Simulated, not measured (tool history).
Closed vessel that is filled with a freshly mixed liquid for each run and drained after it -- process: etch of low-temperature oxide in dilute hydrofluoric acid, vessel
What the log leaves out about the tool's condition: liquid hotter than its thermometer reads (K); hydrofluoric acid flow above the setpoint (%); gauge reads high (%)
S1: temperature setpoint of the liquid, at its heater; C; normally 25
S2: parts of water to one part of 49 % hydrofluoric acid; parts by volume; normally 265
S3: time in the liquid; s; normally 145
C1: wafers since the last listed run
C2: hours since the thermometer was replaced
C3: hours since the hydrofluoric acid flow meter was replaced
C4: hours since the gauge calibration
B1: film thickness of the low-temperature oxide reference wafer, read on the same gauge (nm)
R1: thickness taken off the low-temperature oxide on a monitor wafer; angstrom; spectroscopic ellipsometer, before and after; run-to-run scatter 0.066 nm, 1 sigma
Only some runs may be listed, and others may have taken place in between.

Run 1, hour 0: usual settings; C1 0; C2 387.1; C3 69.4; C4 424.8; B1 59.98. Result: R1 81.5 angstrom.
Run 2, hour 90.5: usual settings; C1 9346; C2 477.6; C3 159.9; C4 515.3; B1 59.98. Result: R1 81.7 angstrom.
Run 3, hour 143.3: usual settings but S1 24 C; C1 5452; C2 530.4; C3 212.7; C4 568.1; B1 60.01. Result: R1 80.6 angstrom.
Run 4, hour 257.3: usual settings but S1 24 C; C1 11773; C2 644.4; C3 326.7; C4 682.1; B1 59.99. Result: R1 80.5 angstrom.
Run 5, hour 343.4: usual settings but S1 22 C; C1 8891; C2 730.5; C3 412.8; C4 768.2; B1 60.01. Result: R1 74.7 angstrom.
Run 6, hour 437.1: usual settings but S1 22 C; C1 9676; C2 824.2; C3 506.5; C4 861.9; B1 59.99. Result: R1 76.8 angstrom.
At hour 443.2: thermometer replaced.
Run 7, hour 507.9: usual settings but S1 22 C; C1 7208; C2 64.7; C3 577.3; C4 932.7; B1 60.01. Result: R1 77.2 angstrom.
Run 8, hour 580.5: usual settings but S2 300 parts by volume; C1 7497; C2 137.3; C3 649.9; C4 1005.3; B1 59.99. Result: R1 75 angstrom.
Run 9, hour 651: usual settings but S1 26.5 C, S3 210 s; C1 7280; C2 207.8; C3 720.4; C4 1075.8; B1 60.01. Result: R1 134.3 angstrom.
Run 10, hour 717: usual settings but S1 26.5 C, S3 210 s; C1 6816; C2 273.8; C3 786.4; C4 1141.8; B1 60. Result: R1 136.1 angstrom.
Run 11, hour 805.6: usual settings but S1 26.5 C, S3 210 s; C1 9150; C2 362.4; C3 875; C4 1230.4; B1 60.01. Result: R1 137.5 angstrom.
At hour 806.8: gauge calibrated.
Run 12, hour 856.3: usual settings but S3 205 s; C1 5236; C2 413.1; C3 925.7; C4 49.5; B1 60.04. Result: R1 129 angstrom.
At hour 865.7: hydrofluoric acid flow meter replaced.
Run 13, hour 924.2: usual settings but S3 205 s; C1 6909; C2 481; C3 58.5; C4 117.4; B1 59.98. Result: R1 114.1 angstrom.
Run 14, hour 978: usual settings but S3 205 s; C1 5556; C2 534.8; C3 112.3; C4 171.2; B1 59.94. Result: R1 113.7 angstrom.
Run 15, hour 1019.1: usual settings but S3 175 s; C1 4244; C2 575.9; C3 153.4; C4 212.3; B1 59.98. Result: R1 98.5 angstrom.
Run 16, hour 1108: usual settings but S3 205 s; C1 9181; C2 664.8; C3 242.3; C4 301.2; B1 60. Result: R1 115.9 angstrom.
Run 17, hour 1179.4: usual settings but S1 22.5 C, S3 65 s; C1 7373; C2 736.2; C3 313.7; C4 372.6; B1 60.04. Result: R1 34.1 angstrom.
At hour 1240.4: thermometer replaced.
Run 18, hour 1259.8: usual settings but S2 215 parts by volume, S3 65 s; C1 8200; C2 19.4; C3 394.1; C4 453; B1 59.99. Result: R1 49.1 angstrom.
Run 19, hour 1339.8: usual settings but S1 30 C; C1 8261; C2 99.4; C3 474.1; C4 533; B1 59.98. Result: R1 101.7 angstrom.
Run 20, hour 1384.7: usual settings; C1 4637; C2 144.3; C3 519; C4 577.9; B1 60.04. Result: R1 86 angstrom.
Run 21, hour 1425.4: usual settings but S1 23.5 C, S2 225 parts by volume, S3 200 s; C1 4203; C2 185; C3 559.7; C4 618.6; B1 59.98. Result: R1 136.1 angstrom.
Run 22, hour 1463.9: usual settings but S2 360 parts by volume, S3 105 s; C1 3976; C2 223.5; C3 598.2; C4 657.1; B1 59.96. Result: R1 42.8 angstrom.
Run 23, hour 1513.2: usual settings but S1 28 C; C1 5091; C2 272.8; C3 647.5; C4 706.4; B1 60. Result: R1 96.6 angstrom.
Run 24, hour 1640.4: usual settings but S1 30 C, S2 180 parts by volume, S3 105 s; C1 13136; C2 400; C3 774.7; C4 833.6; B1 59.99. Result: R1 123.3 angstrom.
At hour 1700.5: hydrofluoric acid flow meter replaced.
Run 25, hour 1920.6: usual settings but S2 360 parts by volume, S3 105 s; C1 28834; C2 680.2; C3 220.1; C4 1113.8; B1 60.03. Result: R1 40.1 angstrom.
At hour 1963.2: gauge calibrated.
Run 26, hour 1996.7: usual settings but S1 23.5 C; C1 7859; C2 756.3; C3 296.2; C4 33.5; B1 59.95. Result: R1 79.6 angstrom.
Run 27, hour 2033.1: usual settings but S1 28 C; C1 3759; C2 792.7; C3 332.6; C4 69.9; B1 59.98. Result: R1 92.7 angstrom.
At hour 2089: thermometer replaced.
Run 28, hour 2114.8: usual settings but S1 20 C, S2 395 parts by volume, S3 225 s; C1 8334; C2 25.8; C3 414.3; C4 151.6; B1 59.98. Result: R1 65.6 angstrom.
Run 29, hour 2179.5: usual settings; C1 6681; C2 90.5; C3 479; C4 216.3; B1 60.01. Result: R1 83.4 angstrom.

Give the tool's hidden conditions for every run:
liquid hotter than its thermometer reads (K): 0 at every run
gauge reads high (%): 0 at every run
H1: hydrofluoric acid flow above the setpoint (%)
run     H1
  1   1.18
  2   2.19
  3   2.77
  4   4.04
  5      5
  6   6.05
  7   6.83
  8   7.64
  9   8.43
 10   9.16
 11   10.1
 12   10.7
 13  0.736
 14   1.34
 15   1.79
 16   2.78
 17   3.58
 18   4.47
 19   5.36
 20   5.86
 21   6.32
 22   6.74
 23   7.29
 24   8.71
 25    2.5
 26   3.35
 27   3.75
 28   4.66
 29   5.38
